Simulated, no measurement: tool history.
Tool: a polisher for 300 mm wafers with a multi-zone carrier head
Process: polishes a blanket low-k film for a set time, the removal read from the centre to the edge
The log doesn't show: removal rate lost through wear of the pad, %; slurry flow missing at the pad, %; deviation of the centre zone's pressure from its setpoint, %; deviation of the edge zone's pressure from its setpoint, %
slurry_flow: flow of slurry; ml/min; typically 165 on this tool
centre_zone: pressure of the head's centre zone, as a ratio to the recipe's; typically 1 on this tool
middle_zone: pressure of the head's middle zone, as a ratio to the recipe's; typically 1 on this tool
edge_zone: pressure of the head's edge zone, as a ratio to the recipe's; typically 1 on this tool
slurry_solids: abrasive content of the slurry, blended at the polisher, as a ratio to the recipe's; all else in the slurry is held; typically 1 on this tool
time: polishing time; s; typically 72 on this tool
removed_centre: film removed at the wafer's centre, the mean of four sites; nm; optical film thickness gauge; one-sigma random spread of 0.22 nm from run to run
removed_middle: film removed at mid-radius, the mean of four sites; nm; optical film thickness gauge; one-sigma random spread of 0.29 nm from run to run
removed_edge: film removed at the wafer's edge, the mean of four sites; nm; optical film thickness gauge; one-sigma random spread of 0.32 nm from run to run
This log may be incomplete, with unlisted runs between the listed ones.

| run | hour | slurry_flow | centre_zone | middle_zone | edge_zone | slurry_solids | time | wafers since the last listed run | wafers polished on this pad | hours since the slurry nozzle was cleaned | hours since the centre zone pressure was calibrated | hours since the edge zone pressure was calibrated | hours since the carrier head's membrane was replaced | incoming thickness of the incoming film, nm | removed_centre | removed_middle | removed_edge |
|---|---|---|---|---|---|---|---|---|---|---|---|---|---|---|---|---|---|
| 1 | 0 | 165 | 1 | 1 | 1 | 1 | 72 | 0 | 428 | 248.1 | 96.6 | 291.2 | 315.9 | 647.8 | 28.1 | 28.5 | 28.2 |
| 2 | 38.4 | 165 | 1 | 1 | 1 | 1 | 72 | 333 | 761 | 286.5 | 135 | 329.6 | 354.3 | 640.9 | 27.6 | 28.2 | 27.7 |
| 3 | 92.8 | 165 | 1 | 1 | 1 | 1 | 72 | 471 | 1233 | 340.9 | 189.4 | 384 | 408.7 | 644.1 | 27.3 | 27.4 | 26.7 |
|  | 130.7 | slurry nozzle cleaned |
|  | 145.4 | carrier head's membrane replaced by a new one |
| 4 | 187.3 | 165 | 1 | 1 | 1 | 1 | 72 | 767 | 2001 | 56.6 | 283.9 | 478.5 | 41.9 | 640 | 29.1 | 28.9 | 28.1 |
| 5 | 239.4 | 165 | 1 | 1 | 1 | 1 | 72 | 451 | 2453 | 108.7 | 336 | 530.6 | 94 | 644.2 | 28.3 | 29 | 28.2 |
|  | 265.3 | worn pad replaced by a new one |
| 6 | 297 | 165 | 1 | 1 | 1 | 1 | 72 | 464 | 274 | 166.3 | 393.6 | 588.2 | 151.6 | 645.3 | 28.3 | 28.7 | 28.6 |
| 7 | 335 | 165 | 1 | 1 | 1 | 1 | 55 | 329 | 604 | 204.3 | 431.6 | 626.2 | 189.6 | 636.8 | 21.7 | 21.3 | 21.4 |
| 8 | 440.2 | 165 | 1 | 1 | 1 | 1 | 55 | 912 | 1516 | 309.5 | 536.8 | 731.4 | 294.8 | 644.9 | 21.1 | 21.6 | 21.5 |
| 9 | 490.8 | 165 | 1 | 1 | 1 | 1 | 55 | 438 | 1955 | 360.1 | 587.4 | 782 | 345.4 | 634.8 | 20.8 | 20.9 | 21.3 |
|  | 494 | slurry nozzle cleaned |
|  | 556.7 | worn pad replaced by a new one |
|  | 619 | centre zone pressure recalibrated |
|  | 709.5 | carrier head's membrane replaced by a new one |
| 10 | 790.4 | 165 | 1 | 1 | 1 | 1 | 72 | 2494 | 1966 | 296.4 | 171.4 | 1081.6 | 80.9 | 635.3 | 27 | 27.9 | 27.8 |
| 11 | 840.6 | 165 | 1 | 1 | 1 | 1 | 72 | 435 | 2402 | 346.6 | 221.6 | 1131.8 | 131.1 | 637.2 | 26.7 | 27.7 | 26.7 |
|  | 878.7 | worn pad replaced by a new one |
| 12 | 886.3 | 110 | 1 | 1.05 | 1 | 0.85 | 72 | 361 | 65 | 392.3 | 267.3 | 1177.5 | 176.8 | 633 | 21.6 | 23.1 | 22.9 |
|  | 893.3 | slurry nozzle cleaned |
| 13 | 954.8 | 165 | 1 | 0.96 | 1 | 0.8 | 72 | 585 | 650 | 61.5 | 335.8 | 1246 | 245.3 | 641.8 | 26.2 | 25.9 | 25.8 |
| 14 | 1044.7 | 165 | 1 | 1 | 1 | 1 | 72 | 779 | 1430 | 151.4 | 425.7 | 1335.9 | 335.2 | 631.4 | 29 | 29.6 | 28.9 |
| 15 | 1120.2 | 165 | 1 | 1 | 1 | 1 | 49 | 654 | 2085 | 226.9 | 501.2 | 1411.4 | 410.7 | 642.6 | 19.1 | 19.4 | 19.2 |
|  | 1136.2 | edge zone pressure recalibrated |
|  | 1187.6 | worn pad replaced by a new one |
| 16 | 1188.1 | 215 | 1 | 1.1 | 1 | 1 | 80 | 536 | 4 | 294.8 | 569.1 | 51.9 | 478.6 | 645.5 | 33.1 | 35.4 | 32.4 |
|  | 1279.3 | carrier head's membrane replaced by a new one |
| 17 | 1292.1 | 165 | 1 | 1.06 | 0.9 | 1 | 72 | 858 | 863 | 398.8 | 673.1 | 155.9 | 12.8 | 639.4 | 27.1 | 29 | 25.7 |
|  | 1329.7 | centre zone pressure recalibrated |
|  | 1363.5 | slurry nozzle cleaned |
| 18 | 1383.3 | 120 | 1 | 1.1 | 0.97 | 1 | 72 | 764 | 1628 | 19.8 | 53.6 | 247.1 | 104 | 639.9 | 26.9 | 30.1 | 26.8 |
| 19 | 1450.7 | 165 | 1 | 0.92 | 0.91 | 1.1 | 93 | 584 | 2212 | 87.2 | 121 | 314.5 | 171.4 | 647.2 | 38.4 | 36.3 | 36.9 |
|  | 1482.3 | worn pad replaced by a new one |
| 20 | 1544.9 | 165 | 1 | 1 | 1 | 0.75 | 49 | 782 | 543 | 181.4 | 215.2 | 408.7 | 265.6 | 628.6 | 16.8 | 17.4 | 16.9 |

Below are 5 alternative next runs, each starting from the tool's condition after run 20. Predict each:
| A | 1545.3 | 165 | 1 | 1 | 1 | 1 | 72 | 3 | 546 | 181.8 | 215.6 | 409.1 | 266 | 648.2 | ? | ? | ? |
| B | 1545.3 | 165 | 1 | 1.04 | 1 | 1 | 72 | 3 | 546 | 181.8 | 215.6 | 409.1 | 266 | 648.2 | ? | ? | ? |
| C | 1545.3 | 165 | 1 | 1 | 1 | 0.9 | 72 | 3 | 546 | 181.8 | 215.6 | 409.1 | 266 | 648.2 | ? | ? | ? |
| D | 1545.3 | 165 | 1 | 1 | 0.96 | 1 | 72 | 3 | 546 | 181.8 | 215.6 | 409.1 | 266 | 648.2 | ? | ? | ? |
| E | 1545.3 | 165 | 1.09 | 1 | 1 | 1 | 59 | 3 | 546 | 181.8 | 215.6 | 409.1 | 266 | 648.2 | ? | ? | ? |

| run | removed_centre | removed_middle | removed_edge |
|---|---|---|---|
| A | 28.4 | 29.6 | 28.4 |
| B | 28.4 | 30.5 | 28.4 |
| C | 27.1 | 28.2 | 27.1 |
| D | 28.4 | 29.6 | 27.9 |
| E | 25.4 | 24.2 | 23.3 |
Take away the tool's hidden state, keep each run's random variation, and the runs would have read:
| run | removed_centre | removed_middle | removed_edge |
|---|---|---|---|
| A | 28.8 | 30.1 | 28.8 |
| B | 28.8 | 31.1 | 28.8 |
| C | 27.4 | 28.7 | 27.5 |
| D | 28.8 | 30.1 | 28.3 |
| E | 25.7 | 24.7 | 23.6 |

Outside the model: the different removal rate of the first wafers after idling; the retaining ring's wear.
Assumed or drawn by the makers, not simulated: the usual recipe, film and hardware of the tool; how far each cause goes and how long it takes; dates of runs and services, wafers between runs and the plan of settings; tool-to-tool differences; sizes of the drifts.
